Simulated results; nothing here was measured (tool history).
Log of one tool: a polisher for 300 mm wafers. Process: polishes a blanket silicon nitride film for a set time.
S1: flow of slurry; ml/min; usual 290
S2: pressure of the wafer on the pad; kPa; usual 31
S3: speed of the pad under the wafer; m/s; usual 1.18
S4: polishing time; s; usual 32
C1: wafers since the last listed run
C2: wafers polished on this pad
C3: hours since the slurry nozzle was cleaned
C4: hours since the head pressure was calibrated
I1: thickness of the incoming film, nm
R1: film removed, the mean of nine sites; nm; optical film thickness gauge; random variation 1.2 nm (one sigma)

Run 1, day 0: usual settings; C1 0; C2 2477; C3 70.7; C4 363.7; I1 508. Result: R1 93.2 nm.
At day 0.004: worn pad replaced by a new one.
Run 2, day 1.825: usual settings; C1 408; C2 408; C3 114.5; C4 407.5; I1 518.7. Result: R1 93.4 nm.
Run 3, day 3.642: usual settings but S2 24.1 kPa; C1 407; C2 815; C3 158.1; C4 451.1; I1 509.6. Result: R1 77 nm.
Run 4, day 6.338: usual settings but S2 24.1 kPa; C1 604; C2 1419; C3 222.8; C4 515.8; I1 502.9. Result: R1 76.1 nm.
Run 5, day 7.775: usual settings but S2 24.1 kPa; C1 322; C2 1742; C3 257.3; C4 550.3; I1 505. Result: R1 74.9 nm.
Run 6, day 9: usual settings but S4 40 s; C1 274; C2 2016; C3 286.7; C4 579.7; I1 513.1. Result: R1 115.1 nm.
At day 10.412: worn pad replaced by a new one.
Run 7, day 10.433: usual settings but S4 40 s; C1 283; C2 5; C3 321.1; C4 614.1; I1 518.6. Result: R1 114.9 nm.
Run 8, day 11.808: usual settings; C1 308; C2 313; C3 354.1; C4 647.1; I1 499.6. Result: R1 91.9 nm.
Run 9, day 14.788: usual settings; C1 667; C2 981; C3 425.6; C4 718.6; I1 515.2. Result: R1 92.1 nm.
Run 10, day 17.362: usual settings; C1 577; C2 1558; C3 487.4; C4 780.4; I1 514.5. Result: R1 91.5 nm.
At day 21.062: worn pad replaced by a new one.
Run 11, day 21.083: usual settings; C1 796; C2 4; C3 576.7; C4 869.7; I1 516.3. Result: R1 89.1 nm.
Run 12, day 24.121: usual settings but S2 37.9 kPa; C1 681; C2 685; C3 649.6; C4 942.6; I1 509.5. Result: R1 107.2 nm.
Run 13, day 25.692: usual settings; C1 352; C2 1037; C3 687.3; C4 980.3; I1 511.6. Result: R1 90.4 nm.
Run 14, day 27.867: usual settings but S1 325 ml/min; C1 487; C2 1525; C3 739.5; C4 1032.5; I1 504.1. Result: R1 89.4 nm.
At day 30.304: slurry nozzle cleaned.
Run 15, day 30.592: usual settings but S1 350 ml/min; C1 601; C2 2126; C3 6.9; C4 1097.9; I1 503.2. Result: R1 89.3 nm.
Run 16, day 33.229: usual settings but S1 365 ml/min, S2 23.4 kPa, S3 0.94 m/s, S4 24 s; C1 591; C2 2718; C3 70.2; C4 1161.2; I1 512.2. Result: R1 47.8 nm.
At day 34.538: worn pad replaced by a new one.
At day 34.808: head pressure recalibrated.
Run 17, day 34.988: usual settings but S3 0.8 m/s; C1 338; C2 82; C3 112.4; C4 4.3; I1 515. Result: R1 77.9 nm.
Run 18, day 37.179: usual settings but S2 24.1 kPa, S4 23 s; C1 491; C2 573; C3 165; C4 56.9; I1 519.2. Result: R1 55.9 nm.
Run 19, day 38.479: usual settings but S1 375 ml/min, S2 27.6 kPa, S4 29 s; C1 291; C2 865; C3 196.2; C4 88.1; I1 516.1. Result: R1 79.9 nm.
Run 20, day 40.146: usual settings but S1 210 ml/min, S3 1.58 m/s; C1 373; C2 1238; C3 236.2; C4 128.1; I1 501.8. Result: R1 108.4 nm.
Run 21, day 41.638: usual settings; C1 334; C2 1573; C3 272; C4 163.9; I1 508.5. Result: R1 95.8 nm.
Run 22, day 44.212: usual settings; C1 577; C2 2150; C3 333.8; C4 225.7; I1 512.1. Result: R1 92.9 nm.
At day 46.067: worn pad replaced by a new one.
Run 23, day 46.775: usual settings but S2 27.6 kPa, S3 0.96 m/s, S4 38 s; C1 537; C2 158; C3 395.3; C4 287.2; I1 506.8. Result: R1 90.5 nm.
Run 24, day 49.108: usual settings but S3 1.42 m/s; C1 523; C2 681; C3 451.3; C4 343.2; I1 507.2. Result: R1 102.6 nm.
Run 25, day 51.842: usual settings; C1 612; C2 1294; C3 516.9; C4 408.8; I1 508. Result: R1 92.9 nm.
Run 26, day 52.921: usual settings but S1 360 ml/min, S2 42.1 kPa, S3 1.34 m/s, S4 42 s; C1 241; C2 1536; C3 542.8; C4 434.7; I1 508.7. Result: R1 171.1 nm.
Run 27, day 54.342: usual settings but S3 1.02 m/s; C1 318; C2 1855; C3 576.9; C4 468.8; I1 512. Result: R1 87.2 nm.
Run 28, day 56.592: usual settings but S2 26.2 kPa; C1 504; C2 2359; C3 630.9; C4 522.8; I1 511.5. Result: R1 82.3 nm.
At day 56.788: worn pad replaced by a new one.
Run 29, day 58.654: usual settings; C1 425; C2 418; C3 680.4; C4 572.3; I1 518.8. Result: R1 91 nm.

How the hidden state differs across the entries between the runs, from the last listed run before each to the first after it:
Between runs 1 and 2: worn pad replaced by a new one (day 0.004)
  deviation of the head's pressure from its setpoint, %: 0.446 -> 0.242
  measured less the result without the state, R1: +0.3 -> +0.2 nm
Between runs 6 and 7: worn pad replaced by a new one (day 10.412)
  deviation of the head's pressure from its setpoint, %: -0.782 -> -1.03
  measured less the result without the state, R1: -0.7 -> -1 nm
Between runs 10 and 11: worn pad replaced by a new one (day 21.062)
  deviation of the head's pressure from its setpoint, %: -2.43 -> -3.31
  measured less the result without the state, R1: -1.8 -> -2.4 nm
Between runs 14 and 15: slurry nozzle cleaned (day 30.304)
  deviation of the head's pressure from its setpoint, %: -5.18 -> -6.02
  measured less the result without the state, R1: -3.8 -> -4.6 nm
Between runs 16 and 17: worn pad replaced by a new one (day 34.538); head pressure recalibrated (day 34.808)
  deviation of the head's pressure from its setpoint, %: -6.88 -> 0.649
  measured less the result without the state, R1: -2.8 -> +0.4 nm
Between runs 22 and 23: worn pad replaced by a new one (day 46.067)
  deviation of the head's pressure from its setpoint, %: 0.343 -> 0.153
  measured less the result without the state, R1: +0.3 -> +0.1 nm
Between runs 28 and 29: worn pad replaced by a new one (day 56.788)
  deviation of the head's pressure from its setpoint, %: -0.997 -> -1.32
  measured less the result without the state, R1: -0.6 -> -1 nm
